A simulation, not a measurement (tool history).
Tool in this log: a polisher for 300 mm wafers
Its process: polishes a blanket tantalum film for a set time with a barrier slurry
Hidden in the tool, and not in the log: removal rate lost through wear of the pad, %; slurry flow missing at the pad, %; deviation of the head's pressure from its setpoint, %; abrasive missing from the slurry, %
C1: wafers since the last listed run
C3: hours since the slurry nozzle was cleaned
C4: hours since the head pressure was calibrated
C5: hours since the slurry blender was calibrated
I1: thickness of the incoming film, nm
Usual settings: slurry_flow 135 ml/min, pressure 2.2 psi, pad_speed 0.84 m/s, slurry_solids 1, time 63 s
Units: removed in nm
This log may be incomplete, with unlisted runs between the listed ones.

Run 1, hour 0: usual settings but pressure 2 psi; C1 0; wafers polished on this pad 750; C3 102.6; C4 1330.1; C5 132.7; I1 460.2. Result: removed 68.2 nm.
At hour 2.8: slurry blender recalibrated.
At hour 17.7: worn pad replaced by a new one.
Run 2, hour 29.6: usual settings but pressure 2 psi; C1 295; wafers polished on this pad 149; C3 132.2; C4 1359.7; C5 26.8; I1 455. Result: removed 68 nm.
Run 3, hour 63.6: usual settings but pressure 2 psi; C1 425; wafers polished on this pad 575; C3 166.2; C4 1393.7; C5 60.8; I1 460.1. Result: removed 66.2 nm.
Run 4, hour 85.3: usual settings; C1 271; wafers polished on this pad 846; C3 187.9; C4 1415.4; C5 82.5; I1 458.8. Result: removed 73.1 nm.
Run 5, hour 102.7: usual settings; C1 217; wafers polished on this pad 1064; C3 205.3; C4 1432.8; C5 99.9; I1 454.2. Result: removed 72.7 nm.
At hour 111.3: worn pad replaced by a new one.
Run 6, hour 127.3: usual settings; C1 257; wafers polished on this pad 200; C3 229.9; C4 1457.4; C5 124.5; I1 460.7. Result: removed 70.5 nm.
At hour 139.4: slurry blender recalibrated.
Run 7, hour 157.4: usual settings but pressure 1.8 psi; C1 351; wafers polished on this pad 551; C3 260; C4 1487.5; C5 18; I1 462. Result: removed 57.1 nm.
Run 8, hour 184.5: usual settings but pressure 1.8 psi; C1 339; wafers polished on this pad 891; C3 287.1; C4 1514.6; C5 45.1; I1 454.6. Result: removed 56.8 nm.
At hour 187.3: slurry nozzle cleaned.
Run 9, hour 200.1: usual settings but slurry_flow 100 ml/min, pressure 3 psi, slurry_solids 0.75; C1 182; wafers polished on this pad 1073; C3 12.8; C4 1530.2; C5 60.7; I1 464.2. Result: removed 91.2 nm.
At hour 205.8: worn pad replaced by a new one.
Run 10, hour 226.7: usual settings but pressure 2 psi, slurry_solids 1.2, time 81 s; C1 282; wafers polished on this pad 261; C3 39.4; C4 1556.8; C5 87.3; I1 459.3. Result: removed 93.2 nm.
Run 11, hour 262.2: usual settings but slurry_flow 175 ml/min, time 78 s; C1 444; wafers polished on this pad 706; C3 74.9; C4 1592.3; C5 122.8; I1 460.5. Result: removed 97 nm.
Run 12, hour 278.2: usual settings but pressure 2.4 psi, slurry_solids 0.85; C1 200; wafers polished on this pad 906; C3 90.9; C4 1608.3; C5 138.8; I1 462.1. Result: removed 77.8 nm.
At hour 289.6: worn pad replaced by a new one.
At hour 294.8: slurry blender recalibrated.
Run 13, hour 295.4: usual settings but slurry_flow 120 ml/min, slurry_solids 0.9; C1 140; wafers polished on this pad 47; C3 108.1; C4 1625.5; C5 0.6; I1 452.3. Result: removed 70 nm.
At hour 314.4: head pressure recalibrated.
Run 14, hour 314.9: usual settings but slurry_flow 105 ml/min, pressure 1.5 psi, pad_speed 0.76 m/s, slurry_solids 0.7; C1 219; wafers polished on this pad 266; C3 127.6; C4 0.5; C5 20.1; I1 463. Result: removed 45.8 nm.
Run 15, hour 336.3: usual settings but pressure 2.9 psi, slurry_solids 0.85; C1 267; wafers polished on this pad 534; C3 149; C4 21.9; C5 41.5; I1 460.7. Result: removed 105.7 nm.
Run 16, hour 368.3: usual settings but slurry_solids 0.85, time 47 s; C1 400; wafers polished on this pad 935; C3 181; C4 53.9; C5 73.5; I1 466.7. Result: removed 58.4 nm.
At hour 377.2: worn pad replaced by a new one.
Run 17, hour 400.8: usual settings; C1 356; wafers polished on this pad 295; C3 213.5; C4 86.4; C5 106; I1 458.5. Result: removed 79.4 nm.

Run-by-run hidden state of the tool:
removal rate lost through wear of the pad, %: 0 on each run
abrasive missing from the slurry, %: 0 on each run
H1: slurry flow missing at the pad, %
H2: deviation of the head's pressure from its setpoint, %
run    H1      H2
  1  16.3   -11.7
  2  20.2   -11.8
  3  24.8   -11.8
  4  27.7   -11.9
  5  30.1   -11.9
  6  33.4   -11.9
  7  37.4     -12
  8  41.1     -12
  9  4.46     -12
 10  8.04   -12.1
 11  12.8   -12.1
 12    15   -12.1
 13  17.3   -12.1
 14  19.9   0.566
 15  22.8  0.0348
 16  27.1  -0.717
 17  31.5   -1.43
